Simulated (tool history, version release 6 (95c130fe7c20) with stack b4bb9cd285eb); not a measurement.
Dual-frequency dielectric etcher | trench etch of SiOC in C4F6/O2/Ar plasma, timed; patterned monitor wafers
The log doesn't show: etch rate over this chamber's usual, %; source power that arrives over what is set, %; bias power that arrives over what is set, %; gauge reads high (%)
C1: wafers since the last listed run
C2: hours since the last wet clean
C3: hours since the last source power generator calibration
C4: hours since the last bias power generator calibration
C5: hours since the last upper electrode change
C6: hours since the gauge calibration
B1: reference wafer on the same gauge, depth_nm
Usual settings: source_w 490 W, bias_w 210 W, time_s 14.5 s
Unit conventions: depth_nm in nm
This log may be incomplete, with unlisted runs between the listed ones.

{"run": 1, "hour": 0.0, "source_w": 490, "bias_w": 210, "time_s": 14.5, "C1": 0, "C2": 245.8, "C3": 4596.8, "C4": 3539.6, "C5": 2230, "C6": 364.7, "B1": 27.71, "depth_nm": 33.15}
{"run": 2, "hour": 23.0, "source_w": 490, "bias_w": 210, "time_s": 14.5, "C1": 538, "C2": 268.8, "C3": 4619.8, "C4": 3562.6, "C5": 2253, "C6": 387.7, "B1": 27.69, "depth_nm": 33.1}
{"run": 3, "hour": 48.0, "source_w": 570, "bias_w": 210, "time_s": 14.5, "C1": 585, "C2": 293.8, "C3": 4644.8, "C4": 3587.6, "C5": 2278, "C6": 412.7, "B1": 27.7, "depth_nm": 34.74}
{"run": 4, "hour": 63.2, "source_w": 570, "bias_w": 210, "time_s": 14.5, "C1": 355, "C2": 309, "C3": 4660, "C4": 3602.8, "C5": 2293.2, "C6": 427.9, "B1": 27.7, "depth_nm": 35.24}
{"run": 5, "hour": 86.6, "source_w": 490, "bias_w": 210, "time_s": 14.5, "C1": 547, "C2": 332.4, "C3": 4683.4, "C4": 3626.2, "C5": 2316.6, "C6": 451.3, "B1": 27.69, "depth_nm": 33.49}
{"run": 6, "hour": 122.2, "source_w": 490, "bias_w": 210, "time_s": 14.5, "C1": 833, "C2": 368, "C3": 4719, "C4": 3661.8, "C5": 2352.2, "C6": 486.9, "B1": 27.71, "depth_nm": 33.27}
{"hour": 151.2, "done": "gauge calibrated"}
{"run": 7, "hour": 154.4, "source_w": 490, "bias_w": 210, "time_s": 14.5, "C1": 753, "C2": 400.2, "C3": 4751.2, "C4": 3694, "C5": 2384.4, "C6": 3.2, "B1": 27.69, "depth_nm": 33.4}
{"hour": 184.2, "done": "upper electrode replaced, of another model than before"}
{"hour": 228.4, "done": "source power generator calibrated"}
{"run": 8, "hour": 239.2, "source_w": 490, "bias_w": 227, "time_s": 14.5, "C1": 1329, "C2": 485, "C3": 10.8, "C4": 3778.8, "C5": 55, "C6": 88, "B1": 27.69, "depth_nm": 34.43}
{"run": 9, "hour": 260.4, "source_w": 490, "bias_w": 210, "time_s": 14.5, "C1": 496, "C2": 506.2, "C3": 32, "C4": 3800, "C5": 76.2, "C6": 109.2, "B1": 27.71, "depth_nm": 33.73}
{"hour": 315.5, "done": "wet clean of the chamber"}
{"run": 10, "hour": 316.0, "source_w": 490, "bias_w": 210, "time_s": 10, "C1": 739, "C2": 0.5, "C3": 87.6, "C4": 3855.6, "C5": 131.8, "C6": 164.8, "B1": 27.7, "depth_nm": 22.6}

What does the tool deliver on the next run?
{"hour": 325.6, "done": "bias power generator calibrated"}
{"run": 11, "hour": 326.1, "source_w": 530, "bias_w": 183, "time_s": 11.5, "C1": 142, "C2": 10.6, "C3": 97.7, "C4": 0.5, "C5": 141.9, "C6": 174.9, "B1": "?", "depth_nm": "?"}

B1: 27.69
depth_nm: 26.32 nm
Had the tool carried no hidden state, the very same run would have given depth_nm 26.23 nm.
